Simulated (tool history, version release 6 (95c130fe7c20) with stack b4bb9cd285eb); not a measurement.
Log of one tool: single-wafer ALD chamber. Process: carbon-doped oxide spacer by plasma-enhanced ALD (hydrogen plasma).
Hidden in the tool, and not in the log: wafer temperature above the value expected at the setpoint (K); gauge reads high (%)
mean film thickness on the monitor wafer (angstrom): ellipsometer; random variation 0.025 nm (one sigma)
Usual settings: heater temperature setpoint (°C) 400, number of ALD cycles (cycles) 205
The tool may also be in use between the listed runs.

run	hour	heater temperature setpoint (°C)	number of ALD cycles (cycles)	wafers since the last listed run	hours since the last thermocouple change	hours since the gauge calibration	read-back reference wafer on the same gauge, thickness_nm	mean film thickness on the monitor wafer (angstrom)
1	0	394	237	0	2678.8	286.7	9.17	115.65
# hour 0.9: gauge calibrated
2	14.4	407	217	26	2693.2	13.5	9.17	103.07
3	37	400	189	42	2715.8	36.1	9.169	92.18
4	60.3	400	189	43	2739.1	59.4	9.169	91.9
5	77.7	400	205	32	2756.5	76.8	9.166	99.76
6	106.9	400	194	54	2785.7	106	9.173	94.54
# hour 125.9: thermocouple changed; heater temperature recalibrated
7	127.2	400	194	23	1.3	126.3	9.17	94.21
8	144	400	205	31	18.1	143.1	9.168	99.71
9	168.6	400	180	46	42.7	167.7	9.172	87.26
10	200.8	400	205	60	74.9	199.9	9.172	99.86
11	226.7	387	205	48	100.8	225.8	9.171	99.38
# hour 232.6: gauge calibrated
12	262.2	386	232	66	136.3	29.6	9.169	113.43
13	275.1	411	205	24	149.2	42.5	9.171	95.63
14	292	405	164	31	166.1	59.4	9.167	78.86
15	310.5	400	218	34	184.6	77.9	9.171	105.7

How the hidden state differs across the entries between the runs, from the last listed run before each to the first after it:
Between runs 1 and 2: gauge calibrated (hour 0.9)
  no hidden state differs between the two runs
Between runs 6 and 7: thermocouple changed; heater temperature recalibrated (hour 125.9)
  no hidden state differs between the two runs
Between runs 11 and 12: gauge calibrated (hour 232.6)
  no hidden state differs between the two runs
